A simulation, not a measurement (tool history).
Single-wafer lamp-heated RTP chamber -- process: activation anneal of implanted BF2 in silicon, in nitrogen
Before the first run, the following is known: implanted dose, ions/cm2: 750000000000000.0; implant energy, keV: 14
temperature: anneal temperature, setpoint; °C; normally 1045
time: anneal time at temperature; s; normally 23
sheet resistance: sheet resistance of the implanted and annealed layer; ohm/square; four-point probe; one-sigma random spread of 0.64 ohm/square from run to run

run,hour,temperature,time,"read-back reference wafer on the same gauge, sheet resistance",sheet resistance
1,0.0,1045,23,186.97,190.48
# hour 0.6: reflector plate cleaned
2,79.3,1025,23,186.96,204.33
3,153.8,1045,23,187.18,187.50
4,245.1,1045,23,187.11,186.79
5,431.0,1045,33,187.01,179.87
# hour 524.3: pyrometer window cleaned and pyrometer calibrated
6,529.8,1045,33,186.80,182.40
7,632.0,1045,33,186.89,180.73
8,935.5,1045,32,186.69,180.36
# hour 1001.1: pyrometer window cleaned and pyrometer calibrated
9,1033.8,1045,32,186.88,182.88
10,1092.6,1045,32,186.95,182.25
11,1179.2,1067,34,187.06,168.60
12,1260.2,1045,16,187.03,194.86
# hour 1309.6: reflector plate cleaned
13,1314.1,1045,16,186.89,193.68
14,1373.1,1045,23,186.90,185.90
15,1439.8,1045,23,186.94,186.22
# hour 1498.3: pyrometer window cleaned and pyrometer calibrated
16,1542.3,1045,16,186.88,196.26
# hour 1615.0: gauge calibrated
17,1650.1,1045,30,186.88,183.42
18,1757.5,1053,13,187.07,191.43
19,1794.8,1032,18,186.80,201.94
20,1871.2,1062,10,186.88,190.55
21,1929.6,1070,17,186.98,176.60
22,1998.9,1045,23,186.77,185.10
# hour 2048.7: pyrometer window cleaned and pyrometer calibrated
23,2096.5,1032,11,187.11,218.19
24,2160.7,1045,16,186.72,197.27
25,2283.4,1045,23,187.02,187.35
26,2365.7,1075,23,186.86,170.39

Forecast run 27:
27,2402.1,1030,18,?,?

{"run 27": {"read-back reference wafer on the same gauge, sheet resistance": 186.72, "sheet resistance": 203.95}}
Minus the tool's unlogged condition, the same run would have read sheet resistance 208.93 ohm/square.

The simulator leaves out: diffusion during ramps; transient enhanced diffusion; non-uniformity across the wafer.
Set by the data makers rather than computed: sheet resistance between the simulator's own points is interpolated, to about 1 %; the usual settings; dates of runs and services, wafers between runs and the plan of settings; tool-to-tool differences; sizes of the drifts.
